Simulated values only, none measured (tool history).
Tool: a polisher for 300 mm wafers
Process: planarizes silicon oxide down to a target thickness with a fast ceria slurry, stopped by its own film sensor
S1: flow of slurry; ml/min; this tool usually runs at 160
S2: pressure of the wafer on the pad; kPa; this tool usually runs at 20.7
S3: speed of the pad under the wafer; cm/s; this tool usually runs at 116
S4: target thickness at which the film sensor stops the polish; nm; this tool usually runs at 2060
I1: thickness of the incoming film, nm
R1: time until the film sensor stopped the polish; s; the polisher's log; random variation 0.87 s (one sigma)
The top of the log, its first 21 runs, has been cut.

run    hour   S1    S2   S3    S4      I1     R1
 22   667.7  160  20.7   90  1700  3245.2  139.7
 23   691.6  160  20.7  116  2060  3239.4   85.5
 24   709.5  160  20.7  116  2060  3254.4   87.5
        714  -- slurry nozzle cleaned
      738.8  -- worn pad replaced by a new one
 25   744.1  160  25.5  116  1806  3233.8     76
 26   774.2  135  24.8  142  1680  3214.2   72.7
 27   799.3  135  17.9  100  2060  3184.4     88
 28   813.1  160  15.2  116  2458  3251.4     55
 29   848.2  160  20.7  116  2060  3246.9   73.4
 30     871  160  20.7  116  1787  3175.9   85.1
      874.2  -- head pressure recalibrated
 31   888.2  160  15.2  116  2060  3242.1     87
 32   907.5  160  20.7  116  2060  3232.9   75.8
 33   941.1  145  24.8  134  1795    3199   76.8
 34   975.4  200  16.5  146  2323  3241.1   50.2
      981.8  -- worn pad replaced by a new one
 35    1005  200  20.7  116  2434  3249.9   50.2
 36  1026.8  140  20.7  116  1656    3178    107

4 ways to go on from here, each from the tool as it stands after run 36. What would each give?
  A  1027.2  160  26.2  116  2060  3225.1   ?
  B  1027.2  160  20.7   94  2060  3225.1   ?
  C  1027.2  175  13.8  130  2372  3225.1   ?
  D  1027.2  160  17.2  116  2060  3225.1   ?

run    R1
  A  67.2
  B  92.2
  C  57.7
  D  82.5
Without the tool's hidden state the same runs would have given:
run    R1
  A    58
  B  79.5
  C  50.4
  D  71.1

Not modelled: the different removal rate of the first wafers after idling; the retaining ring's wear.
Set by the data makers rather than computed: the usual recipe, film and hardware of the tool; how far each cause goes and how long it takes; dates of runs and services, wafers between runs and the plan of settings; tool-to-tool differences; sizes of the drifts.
